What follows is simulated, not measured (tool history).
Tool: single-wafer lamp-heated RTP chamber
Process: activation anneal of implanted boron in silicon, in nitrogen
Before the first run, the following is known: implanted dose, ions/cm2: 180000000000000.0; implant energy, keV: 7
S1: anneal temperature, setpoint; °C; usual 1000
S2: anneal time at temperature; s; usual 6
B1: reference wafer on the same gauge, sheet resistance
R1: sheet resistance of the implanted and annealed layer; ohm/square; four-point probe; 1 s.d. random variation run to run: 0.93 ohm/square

Run 1, hour 0.0: usual settings but S2 3 s; B1 735.99. Result: R1 616.67 ohm/square.
Run 2, hour 22.7: usual settings but S2 3 s; B1 736.21. Result: R1 620.57 ohm/square.
At hour 52.2: reflector plate cleaned.
Run 3, hour 55.5: usual settings; B1 736.03. Result: R1 615.24 ohm/square.
Run 4, hour 85.5: usual settings; B1 735.80. Result: R1 616.34 ohm/square.
Run 5, hour 117.0: usual settings; B1 735.94. Result: R1 615.95 ohm/square.
At hour 127.1: pyrometer window cleaned and pyrometer calibrated.
Run 6, hour 130.2: usual settings but S2 8 s; B1 736.19. Result: R1 617.88 ohm/square.
Run 7, hour 143.4: usual settings but S2 8 s; B1 736.22. Result: R1 615.86 ohm/square.
Run 8, hour 168.3: usual settings but S2 8 s; B1 735.74. Result: R1 616.32 ohm/square.
Run 9, hour 187.8: usual settings but S1 1015 °C; B1 735.82. Result: R1 612.97 ohm/square.
Run 10, hour 208.2: usual settings but S1 987 °C, S2 7 s; B1 736.04. Result: R1 618.73 ohm/square.
Run 11, hour 226.3: usual settings but S1 987 °C, S2 7 s; B1 736.13. Result: R1 619.56 ohm/square.
Run 12, hour 245.7: usual settings but S1 987 °C, S2 7 s; B1 735.87. Result: R1 619.53 ohm/square.
Run 13, hour 270.0: usual settings; B1 735.89. Result: R1 614.82 ohm/square.
Run 14, hour 303.8: usual settings; B1 735.72. Result: R1 615.60 ohm/square.
Run 15, hour 321.8: usual settings; B1 735.99. Result: R1 615.57 ohm/square.
At hour 354.2: reflector plate cleaned.
Run 16, hour 356.4: usual settings; B1 736.18. Result: R1 615.35 ohm/square.
At hour 378.0: pyrometer window cleaned and pyrometer calibrated.
Run 17, hour 381.0: usual settings but S1 978 °C; B1 736.03. Result: R1 627.61 ohm/square.
Run 18, hour 398.7: usual settings but S2 7 s; B1 735.91. Result: R1 616.79 ohm/square.
At hour 415.2: gauge calibrated.
Run 19, hour 425.4: usual settings but S1 1025 °C, S2 4 s; B1 736.20. Result: R1 613.82 ohm/square.
Run 20, hour 441.8: usual settings but S1 1022 °C, S2 5 s; B1 735.99. Result: R1 612.88 ohm/square.
Run 21, hour 457.4: usual settings but S2 7 s; B1 735.85. Result: R1 616.62 ohm/square.
Run 22, hour 486.3: usual settings but S1 1026 °C, S2 8 s; B1 735.88. Result: R1 611.66 ohm/square.
Run 23, hour 499.9: usual settings but S1 1025 °C, S2 8 s; B1 735.88. Result: R1 612.25 ohm/square.
Run 24, hour 555.5: usual settings but S2 9 s; B1 736.22. Result: R1 613.45 ohm/square.
Run 25, hour 589.8: usual settings but S1 991 °C, S2 4 s; B1 735.91. Result: R1 619.01 ohm/square.
Run 26, hour 623.5: usual settings but S1 1011 °C, S2 8 s; B1 736.14. Result: R1 612.03 ohm/square.
At hour 646.6: pyrometer window cleaned and pyrometer calibrated.
Run 27, hour 647.1: usual settings; B1 736.13. Result: R1 617.24 ohm/square.
At hour 679.2: reflector plate cleaned.
Run 28, hour 679.7: usual settings but S1 988 °C; B1 735.78. Result: R1 622.35 ohm/square.
Run 29, hour 692.6: usual settings but S1 1013 °C, S2 8 s; B1 736.00. Result: R1 612.87 ohm/square.
Run 30, hour 721.1: usual settings; B1 735.80. Result: R1 615.67 ohm/square.
Run 31, hour 740.5: usual settings but S1 978 °C, S2 3 s; B1 736.20. Result: R1 626.17 ohm/square.
Run 32, hour 762.7: usual settings but S1 1019 °C, S2 9 s; B1 735.81. Result: R1 611.67 ohm/square.
Run 33, hour 783.0: usual settings but S1 1027 °C; B1 736.05. Result: R1 613.40 ohm/square.
Run 34, hour 805.3: usual settings but S1 980 °C, S2 3 s; B1 736.06. Result: R1 623.14 ohm/square.
Run 35, hour 821.1: usual settings but S1 987 °C, S2 7 s; B1 736.13. Result: R1 618.40 ohm/square.
Run 36, hour 850.8: usual settings but S1 1015 °C; B1 736.38. Result: R1 614.23 ohm/square.

Forecast each of these 3 alternatives for the next run:
Run A, hour 851.2: usual settings; B1 ?. Result: R1 ?.
Run B, hour 851.2: usual settings but S1 973 °C; B1 ?. Result: R1 ?.
Run C, hour 851.2: usual settings but S1 985 °C, S2 5 s; B1 ?. Result: R1 ?.

run      B1      R1
  A  735.95  614.63
  B  735.95  623.88
  C  735.95  619.57
The same runs, with their run-to-run variation unchanged, on a tool lacking any hidden condition would have given:
run      R1
  A  617.78
  B  632.97
  C  624.83
